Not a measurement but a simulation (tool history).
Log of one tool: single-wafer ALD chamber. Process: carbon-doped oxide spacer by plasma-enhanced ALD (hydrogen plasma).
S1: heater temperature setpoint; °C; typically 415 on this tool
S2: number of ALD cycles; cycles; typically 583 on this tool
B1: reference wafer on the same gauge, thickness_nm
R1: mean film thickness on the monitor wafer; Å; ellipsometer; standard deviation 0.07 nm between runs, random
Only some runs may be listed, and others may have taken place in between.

run,hour,S1,S2,B1,R1
1,0.0,415,583,32.222,276.32
2,6.8,415,583,32.223,277.24
3,23.7,415,583,32.174,276.08
4,48.0,415,583,32.182,276.84
5,56.9,415,583,32.170,277.52
6,71.0,415,539,32.145,254.93
7,82.6,415,615,32.134,289.52
8,119.0,415,512,32.141,242.79
# hour 131.5: thermocouple changed; heater temperature recalibrated
9,132.0,415,512,32.122,242.16
10,138.6,425,583,32.114,266.10
11,154.8,415,583,32.102,276.29
12,166.8,406,613,32.115,298.99
13,183.0,405,538,32.093,262.84
14,196.5,425,583,32.108,266.11
# hour 199.2: gauge calibrated
15,204.0,423,653,32.347,301.26
16,221.6,415,583,32.277,277.36
17,235.1,415,694,32.240,327.91
18,247.9,405,538,32.221,263.38
19,263.6,402,467,32.166,231.45
20,279.7,415,583,32.166,277.19
21,294.0,415,615,32.149,291.03
22,305.7,410,633,32.121,304.63
23,313.4,428,583,32.119,262.72

4 ways to go on from here, each from the tool as it stands after run 23. What would each give?
A,314.7,415,690,?,?
B,314.7,426,683,?,?
C,314.7,404,648,?,?
D,314.7,407,525,?,?

run,B1,R1
A,32.132,325.55
B,32.132,309.56
C,32.132,317.78
D,32.132,254.80
The same runs, with their run-to-run variation unchanged, on a tool lacking any hidden condition would have given:
run,R1
A,328.35
B,312.21
C,320.51
D,256.99
